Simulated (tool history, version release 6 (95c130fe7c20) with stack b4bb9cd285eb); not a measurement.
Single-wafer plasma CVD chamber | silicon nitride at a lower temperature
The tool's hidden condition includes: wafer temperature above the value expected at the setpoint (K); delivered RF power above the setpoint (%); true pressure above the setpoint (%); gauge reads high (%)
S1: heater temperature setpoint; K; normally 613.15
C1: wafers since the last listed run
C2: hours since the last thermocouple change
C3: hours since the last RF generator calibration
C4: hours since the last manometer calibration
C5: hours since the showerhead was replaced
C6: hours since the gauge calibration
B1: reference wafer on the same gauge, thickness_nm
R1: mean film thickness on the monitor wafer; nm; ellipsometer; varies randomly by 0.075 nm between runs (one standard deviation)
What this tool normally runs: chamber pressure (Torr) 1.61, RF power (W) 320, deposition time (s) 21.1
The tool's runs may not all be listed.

{"run": 1, "day": 0.0, "S1": 613.15, "chamber pressure (Torr)": 1.61, "RF power (W)": 320, "deposition time (s)": 21.1, "C1": 0, "C2": 2086.1, "C3": 1067.4, "C4": 1559.1, "C5": 6441, "C6": 135.6, "B1": 23.58, "R1": 22.854}
{"run": 2, "day": 1.733, "S1": 621.15, "chamber pressure (Torr)": 1.61, "RF power (W)": 320, "deposition time (s)": 21.1, "C1": 699, "C2": 2127.7, "C3": 1109, "C4": 1600.7, "C5": 6482.6, "C6": 177.2, "B1": 23.601, "R1": 22.793}
{"run": 3, "day": 4.138, "S1": 621.15, "chamber pressure (Torr)": 1.61, "RF power (W)": 320, "deposition time (s)": 21.1, "C1": 969, "C2": 2185.4, "C3": 1166.7, "C4": 1658.4, "C5": 6540.3, "C6": 234.9, "B1": 23.571, "R1": 22.553}
{"run": 4, "day": 6.929, "S1": 613.15, "chamber pressure (Torr)": 1.77, "RF power (W)": 320, "deposition time (s)": 21.1, "C1": 1126, "C2": 2252.4, "C3": 1233.7, "C4": 1725.4, "C5": 6607.3, "C6": 301.9, "B1": 23.573, "R1": 23.009}
{"run": 5, "day": 8.888, "S1": 613.15, "chamber pressure (Torr)": 1.77, "RF power (W)": 320, "deposition time (s)": 21.1, "C1": 789, "C2": 2299.4, "C3": 1280.7, "C4": 1772.4, "C5": 6654.3, "C6": 348.9, "B1": 23.613, "R1": 23.002}
{"run": 6, "day": 10.517, "S1": 605.15, "chamber pressure (Torr)": 1.61, "RF power (W)": 320, "deposition time (s)": 21.1, "C1": 657, "C2": 2338.5, "C3": 1319.8, "C4": 1811.5, "C5": 6693.4, "C6": 388, "B1": 23.589, "R1": 22.539}
{"run": 7, "day": 13.125, "S1": 605.15, "chamber pressure (Torr)": 1.61, "RF power (W)": 320, "deposition time (s)": 21.1, "C1": 1052, "C2": 2401.1, "C3": 1382.4, "C4": 1874.1, "C5": 6756, "C6": 450.6, "B1": 23.59, "R1": 22.35}
{"day": 13.696, "done": "RF generator calibrated"}
{"run": 8, "day": 14.696, "S1": 613.15, "chamber pressure (Torr)": 1.61, "RF power (W)": 320, "deposition time (s)": 21.1, "C1": 499, "C2": 2438.8, "C3": 24, "C4": 1911.8, "C5": 6793.7, "C6": 488.3, "B1": 23.579, "R1": 23.576}
{"day": 17.325, "done": "thermocouple changed; heater temperature recalibrated"}
{"run": 9, "day": 17.842, "S1": 613.15, "chamber pressure (Torr)": 1.61, "RF power (W)": 320, "deposition time (s)": 21.1, "C1": 1134, "C2": 12.4, "C3": 99.5, "C4": 1987.3, "C5": 6869.2, "C6": 563.8, "B1": 23.6, "R1": 23.468}
{"day": 18.362, "done": "capacitance manometer re-zeroed and calibrated"}
{"day": 18.854, "done": "showerhead replaced"}
{"run": 10, "day": 20.5, "S1": 613.15, "chamber pressure (Torr)": 1.61, "RF power (W)": 320, "deposition time (s)": 21.1, "C1": 803, "C2": 76.2, "C3": 163.3, "C4": 51.3, "C5": 39.5, "C6": 627.6, "B1": 23.59, "R1": 23.447}
{"run": 11, "day": 22.4, "S1": 613.15, "chamber pressure (Torr)": 1.61, "RF power (W)": 320, "deposition time (s)": 21.1, "C1": 766, "C2": 121.8, "C3": 208.9, "C4": 96.9, "C5": 85.1, "C6": 673.2, "B1": 23.588, "R1": 23.522}
{"day": 22.704, "done": "gauge calibrated"}
{"run": 12, "day": 24.696, "S1": 625.15, "chamber pressure (Torr)": 1.89, "RF power (W)": 275, "deposition time (s)": 21.1, "C1": 926, "C2": 176.9, "C3": 264, "C4": 152, "C5": 140.2, "C6": 47.8, "B1": 23.598, "R1": 20.874}
{"run": 13, "day": 26.996, "S1": 613.15, "chamber pressure (Torr)": 1.97, "RF power (W)": 340, "deposition time (s)": 21.1, "C1": 927, "C2": 232.1, "C3": 319.2, "C4": 207.2, "C5": 195.4, "C6": 103, "B1": 23.597, "R1": 26.026}
{"run": 14, "day": 28.229, "S1": 613.15, "chamber pressure (Torr)": 1.41, "RF power (W)": 320, "deposition time (s)": 24.7, "C1": 497, "C2": 261.7, "C3": 348.8, "C4": 236.8, "C5": 225, "C6": 132.6, "B1": 23.57, "R1": 26.573}
{"run": 15, "day": 30.483, "S1": 624.15, "chamber pressure (Torr)": 1.61, "RF power (W)": 380, "deposition time (s)": 17.7, "C1": 909, "C2": 315.8, "C3": 402.9, "C4": 290.9, "C5": 279.1, "C6": 186.7, "B1": 23.603, "R1": 22.725}
{"run": 16, "day": 32.229, "S1": 613.15, "chamber pressure (Torr)": 1.89, "RF power (W)": 355, "deposition time (s)": 24.4, "C1": 704, "C2": 357.7, "C3": 444.8, "C4": 332.8, "C5": 321, "C6": 228.6, "B1": 23.595, "R1": 30.989}

Below, each run's measurement less what the same run would have read without the hidden state. Both values contain the same run-to-run variation, but the gauge's scatter may not be the same in both:
run=1 R1=-0.871
run=2 R1=-0.931
run=3 R1=-1.011
run=4 R1=-1.148
run=5 R1=-1.233
run=6 R1=-1.282
run=7 R1=-1.392
run=8 R1=-0.153
run=9 R1=-0.157
run=10 R1=-0.168
run=11 R1=-0.18
run=12 R1=-0.186
run=13 R1=-0.232
run=14 R1=-0.261
run=15 R1=-0.224
run=16 R1=-0.356
